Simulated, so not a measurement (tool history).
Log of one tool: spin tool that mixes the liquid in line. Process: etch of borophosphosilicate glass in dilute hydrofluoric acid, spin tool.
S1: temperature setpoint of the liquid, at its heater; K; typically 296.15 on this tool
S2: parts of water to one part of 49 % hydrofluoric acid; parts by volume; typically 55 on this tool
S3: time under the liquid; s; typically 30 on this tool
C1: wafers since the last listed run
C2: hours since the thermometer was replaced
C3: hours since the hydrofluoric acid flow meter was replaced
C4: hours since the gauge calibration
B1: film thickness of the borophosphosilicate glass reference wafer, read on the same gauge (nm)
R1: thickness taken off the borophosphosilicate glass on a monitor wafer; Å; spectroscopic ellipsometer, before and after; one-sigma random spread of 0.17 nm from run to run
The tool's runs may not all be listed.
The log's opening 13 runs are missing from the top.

run,hour,S1,S2,S3,C1,C2,C3,C4,B1,R1
14,1407.0,296.15,65,30,863,470.3,458.4,712.3,80.01,290.4
15,1456.0,300.15,75,30,590,519.3,507.4,761.3,80.01,294.3
16,1552.4,296.15,55,30,1161,615.7,603.8,857.7,80.00,348.6
17,1626.0,296.15,65,25,887,689.3,677.4,931.3,80.00,242.6
18,1707.7,298.65,25,25,984,771.0,759.1,1013.0,80.00,745.1
19,1802.4,296.15,45,30,1141,865.7,853.8,1107.7,80.00,435.7
# hour 1939.8: hydrofluoric acid flow meter replaced
20,2018.7,296.15,55,30,2595,1082.0,78.9,1324.0,79.96,342.0
21,2056.2,296.15,45,30,451,1119.5,116.4,1361.5,79.99,422.1
# hour 2101.3: thermometer replaced
22,2101.8,296.15,25,30,537,0.5,162.0,1407.1,80.00,782.0
23,2231.9,296.15,75,30,1568,130.6,292.1,1537.2,79.98,245.1
24,2276.1,296.15,40,20,532,174.8,336.3,1581.4,80.03,320.6
25,2362.2,300.15,30,45,1037,260.9,422.4,1667.5,79.99,1156.4
26,2405.8,296.15,30,15,525,304.5,466.0,1711.1,79.99,327.5
27,2464.8,291.65,75,50,711,363.5,525.0,1770.1,79.98,343.5
28,2555.9,296.15,55,30,1098,454.6,616.1,1861.2,80.00,346.3
29,2639.8,298.65,70,30,1011,538.5,700.0,1945.1,79.96,293.9
30,2722.3,296.15,30,20,994,621.0,782.5,2027.6,79.99,443.6
31,2804.2,293.15,55,30,987,702.9,864.4,2109.5,80.01,310.2
32,2880.0,296.15,55,30,913,778.7,940.2,2185.3,80.00,351.7
33,2927.4,296.15,25,50,571,826.1,987.6,2232.7,80.00,1341.5

3 options for the next run, each taken on its own from the tool as it stands now. Forecast them:
A,2927.8,296.15,55,30,4,826.5,988.0,2233.1,?,?
B,2927.8,299.15,35,30,4,826.5,988.0,2233.1,?,?
C,2927.8,296.15,55,40,4,826.5,988.0,2233.1,?,?

run,B1,R1
A,80.00,351.3
B,80.00,641.2
C,80.00,468.4
Without the tool's hidden state the same runs would have given:
run,R1
A,339.0
B,619.3
C,452.0
